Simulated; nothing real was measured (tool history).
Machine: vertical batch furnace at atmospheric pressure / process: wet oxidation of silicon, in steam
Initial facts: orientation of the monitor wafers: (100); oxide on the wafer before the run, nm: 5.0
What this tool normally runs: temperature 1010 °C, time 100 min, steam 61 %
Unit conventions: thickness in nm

run    hour  temperature  time  steam  wafers since the last listed run  hours since the last temperature calibration  hours since the steam generator was serviced  hours since the gauge calibration  read-back reference wafer on the same gauge, thickness  thickness
  1       0         1010   100     61                                 0                                        3266.1                                        3462.7                              568.4                                                     574      482.7
  2    49.8         1010   100     61                               792                                        3315.9                                        3512.5                              618.2                                                  575.03     478.57
  3   106.3         1010   100     61                               898                                        3372.4                                          3569                              674.7                                                  573.98     481.58
  4   142.4         1010   100     61                               574                                        3408.5                                        3605.1                              710.8                                                  573.81     480.55
  5   179.5         1010   100     61                               590                                        3445.6                                        3642.2                              747.9                                                  573.61     480.66
  6   215.1         1010    61     57                               566                                        3481.2                                        3677.8                              783.5                                                  573.98     325.41
  7     401         1010    61     57                              2957                                        3667.1                                        3863.7                              969.4                                                  574.15     326.68
  8     439         1010   100     61                               604                                        3705.1                                        3901.7                             1007.4                                                  574.31     479.63
  9   468.6         1010   100     61                               470                                        3734.7                                        3931.3                               1037                                                  573.25     476.36
      513.1  -- steam generator serviced
 10   533.6         1010   100     61                               652                                        3799.7                                          20.5                               1102                                                  574.09     506.78
 11   558.1         1010   100     61                               389                                        3824.2                                            45                             1126.5                                                  573.89     503.43
      628.4  -- thermocouples replaced and temperature profile calibrated
 12     699         1017   100     73                              1859                                          70.6                                         185.9                             1267.4                                                  574.46     591.52
 13   746.1         1025    54     71                               749                                         117.7                                           233                             1314.5                                                  574.73     409.82
 14   793.3         1010    82     61                               750                                         164.9                                         280.2                             1361.7                                                  573.96     439.94
      852.3  -- gauge calibrated
 15   855.7         1010   100     52                               992                                         227.3                                         342.6                                3.4                                                  574.35     452.14
 16   908.8         1032    87     52                               844                                         280.4                                         395.7                               56.5                                                  573.72      473.7
 17   953.3         1010   100     61                               707                                         324.9                                         440.2                                101                                                  573.56     502.25
 18   998.3         1010   100     61                               715                                         369.9                                         485.2                                146                                                  574.14     500.57
 19  1038.9         1010   100     66                               645                                         410.5                                         525.8                              186.6                                                  573.96      526.4
 20  1088.8         1024   100     66                               793                                         460.4                                         575.7                              236.5                                                   574.2     578.05
 21  1122.8         1010   100     61                               540                                         494.4                                         609.7                              270.5                                                  574.15     500.75
 22  1189.3         1010    56     58                              1057                                         560.9                                         676.2                                337                                                  573.88     322.97

3 ways to go on from here, each from the tool as it stands after run 22. What would each give?
  A  1193.9          993   100     61                                73                                         565.5                                         680.8                              341.6                                                       ?          ?
  B  1193.9         1032  53.5     68                                73                                         565.5                                         680.8                              341.6                                                       ?          ?
  C  1193.9          985    54     61                                73                                         565.5                                         680.8                              341.6                                                       ?          ?

run  read-back reference wafer on the same gauge, thickness  thickness
  A                                                     575     443.66
  B                                                     575     411.05
  C                                                     575     266.27
With no hidden state in the tool, these same runs would have given:
run  thickness
  A     450.92
  B     417.47
  C     271.05
